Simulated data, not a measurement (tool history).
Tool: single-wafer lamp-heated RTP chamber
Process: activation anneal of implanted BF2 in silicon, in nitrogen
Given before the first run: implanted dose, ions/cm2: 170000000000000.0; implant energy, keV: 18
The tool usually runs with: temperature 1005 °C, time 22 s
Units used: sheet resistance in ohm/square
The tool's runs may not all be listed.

run,day,temperature,time,"read-back reference wafer on the same gauge, sheet resistance",sheet resistance
1,0.000,981,26,455.38,571.25
2,1.083,986,28,455.15,569.05
3,1.762,986,28,455.20,567.75
4,2.542,986,28,455.10,566.83
5,3.850,1005,28,455.19,564.75
# day 4.329: pyrometer window cleaned and pyrometer calibrated
6,4.712,1028,22,454.82,563.59
7,5.767,1028,22,454.81,563.94
# day 6.583: gauge calibrated
8,6.746,988,22,459.03,574.23
9,7.604,988,22,457.82,573.83
10,8.862,991,16,457.34,575.52
11,9.667,1005,16,457.38,572.73
12,10.183,993,31,457.01,567.23
13,10.954,1005,22,456.64,568.73
# day 11.488: reflector plate cleaned
14,12.142,1005,22,456.58,568.83
# day 12.912: pyrometer window cleaned and pyrometer calibrated
15,12.988,1005,22,455.94,568.27
16,14.204,1005,22,455.81,569.31
17,15.204,992,12,455.46,574.04
18,16.183,1005,12,455.65,570.55
19,16.850,1020,35,455.51,561.49

4 options for the next run, each taken on its own from the tool as it stands now. Forecast them:
A,16.867,1025,22,?,?
B,16.867,1005,33,?,?
C,16.867,988,27,?,?
D,16.867,1014,32,?,?

run,"read-back reference wafer on the same gauge, sheet resistance",sheet resistance
A,455.60,565.63
B,455.60,564.28
C,455.60,569.36
D,455.60,563.10
What these runs would have given with no unlogged condition in the tool:
run,sheet resistance
A,569.83
B,568.47
C,573.58
D,567.28
